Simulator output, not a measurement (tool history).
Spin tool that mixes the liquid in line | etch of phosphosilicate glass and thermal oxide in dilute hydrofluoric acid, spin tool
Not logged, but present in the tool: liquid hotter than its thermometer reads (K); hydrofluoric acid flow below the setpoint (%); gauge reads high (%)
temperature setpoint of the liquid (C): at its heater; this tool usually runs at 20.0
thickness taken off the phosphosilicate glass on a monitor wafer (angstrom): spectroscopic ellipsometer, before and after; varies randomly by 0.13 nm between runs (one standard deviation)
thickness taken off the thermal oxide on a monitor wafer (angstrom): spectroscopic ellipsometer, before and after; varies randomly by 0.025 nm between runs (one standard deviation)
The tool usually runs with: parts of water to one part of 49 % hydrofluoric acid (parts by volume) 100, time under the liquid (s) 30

run   hour  temperature setpoint of the liquid (C)  parts of water to one part of 49 % hydrofluoric acid (parts by volume)  time under the liquid (s)  wafers since the last listed run  hours since the thermometer was replaced  hours since the hydrofluoric acid flow meter was replaced  hours since the gauge calibration  read-back film thickness of the phosphosilicate glass reference wafer, read on the same gauge (nm)  read-back film thickness of the thermal oxide reference wafer, read on the same gauge (nm)  thickness taken off the phosphosilicate glass on a monitor wafer (angstrom)  thickness taken off the thermal oxide on a monitor wafer (angstrom)
  1    0.0                                    20.0                                                                     100                         30                                 0                                     684.8                                                     1358.9                               10.3                                                                                               40.01                                                                                     100.035                                                                        395.1                                                                13.53
  2   51.3                                    20.0                                                                      70                         30                              1036                                     736.1                                                     1410.2                               61.6                                                                                               39.93                                                                                      99.992                                                                        581.3                                                                19.40
     145.6  -- hydrofluoric acid flow meter replaced
  3  152.4                                    20.0                                                                     100                         25                              2022                                     837.2                                                        6.8                              162.7                                                                                               40.00                                                                                      99.977                                                                        328.7                                                                10.90
  4  210.6                                    20.0                                                                     100                         30                              1176                                     895.4                                                       65.0                              220.9                                                                                               40.04                                                                                      99.986                                                                        392.6                                                                13.35
  5  266.7                                    20.0                                                                     145                         20                              1133                                     951.5                                                      121.1                              277.0                                                                                               39.97                                                                                     100.016                                                                        172.2                                                                 5.79
  6  304.9                                    20.0                                                                     100                         30                               771                                     989.7                                                      159.3                              315.2                                                                                               40.00                                                                                      99.973                                                                        394.9                                                                12.84
  7  349.4                                    23.0                                                                     100                         20                               899                                    1034.2                                                      203.8                              359.7                                                                                               39.98                                                                                     100.041                                                                        297.6                                                                10.45
  8  381.5                                    24.0                                                                      65                         25                               648                                    1066.3                                                      235.9                              391.8                                                                                               39.99                                                                                      99.984                                                                        622.8                                                                20.70
  9  413.6                                    23.0                                                                     100                         30                               648                                    1098.4                                                      268.0                              423.9                                                                                               40.01                                                                                     100.037                                                                        445.2                                                                14.90
 10  455.5                                    20.0                                                                     100                         30                               846                                    1140.3                                                      309.9                              465.8                                                                                               39.97                                                                                      99.949                                                                        394.0                                                                13.26
 11  505.1                                    20.0                                                                     100                         30                              1002                                    1189.9                                                      359.5                              515.4                                                                                               39.99                                                                                     100.048                                                                        396.9                                                                13.45
 12  542.2                                    17.0                                                                     100                         30                               749                                    1227.0                                                      396.6                              552.5                                                                                               39.98                                                                                      99.996                                                                        351.5                                                                11.49
 13  575.3                                    17.0                                                                     100                         25                               668                                    1260.1                                                      429.7                              585.6                                                                                               39.97                                                                                      99.976                                                                        290.4                                                                 9.92
 14  606.2                                    22.5                                                                     100                         30                               624                                    1291.0                                                      460.6                              616.5                                                                                               40.05                                                                                     100.007                                                                        440.2                                                                14.71
     624.4  -- thermometer replaced
 15  653.6                                    20.0                                                                     100                         30                               937                                      29.2                                                      508.0                              663.9                                                                                               39.95                                                                                      99.990                                                                        388.4                                                                13.13
 16  700.2                                    22.5                                                                     120                         30                               941                                      75.8                                                      554.6                              710.5                                                                                               40.02                                                                                     100.049                                                                        350.5                                                                11.87
 17  748.2                                    18.5                                                                      85                         20                               970                                     123.8                                                      602.6                              758.5                                                                                               40.00                                                                                      99.964                                                                        291.2                                                                 9.88
 18  816.2                                    23.0                                                                     100                         30                              1374                                     191.8                                                      670.6                              826.5                                                                                               39.96                                                                                     100.003                                                                        441.5                                                                14.79
 19  845.3                                    20.0                                                                     100                         30                               588                                     220.9                                                      699.7                              855.6                                                                                               40.01                                                                                      99.988                                                                        390.6                                                                12.93
 20  871.4                                    24.5                                                                     125                         20                               527                                     247.0                                                      725.8                              881.7                                                                                               39.96                                                                                      99.973                                                                        243.6                                                                 8.17
 21  901.2                                    21.5                                                                      55                         30                               602                                     276.8                                                      755.6                              911.5                                                                                               40.04                                                                                      99.978                                                                        800.5                                                                26.96
 22  926.7                                    17.0                                                                      60                         40                               515                                     302.3                                                      781.1                              937.0                                                                                               40.02                                                                                     100.011                                                                        801.6                                                                27.48
 23  992.7                                    23.5                                                                     100                         30                              1333                                     368.3                                                      847.1                             1003.0                                                                                               40.04                                                                                     100.030                                                                        449.7                                                                15.05

Expected results for the next run?
 24  1061.1                                    20.0                                                                      60                         35                              1382                                     436.7                                                      915.5                             1071.4                                                                                                   ?                                                                                           ?                                                                            ?                                                                    ?

{"run 24": {"read-back film thickness of the phosphosilicate glass reference wafer, read on the same gauge (nm)": 40.02, "read-back film thickness of the thermal oxide reference wafer, read on the same gauge (nm)": 99.959, "thickness taken off the phosphosilicate glass on a monitor wafer (angstrom)": 801.7, "thickness taken off the thermal oxide on a monitor wafer (angstrom)": 27.2}}
Had the tool carried no hidden state, the very same run would have given thickness taken off the phosphosilicate glass on a monitor wafer (angstrom) 793.3, thickness taken off the thermal oxide on a monitor wafer (angstrom) 26.91.

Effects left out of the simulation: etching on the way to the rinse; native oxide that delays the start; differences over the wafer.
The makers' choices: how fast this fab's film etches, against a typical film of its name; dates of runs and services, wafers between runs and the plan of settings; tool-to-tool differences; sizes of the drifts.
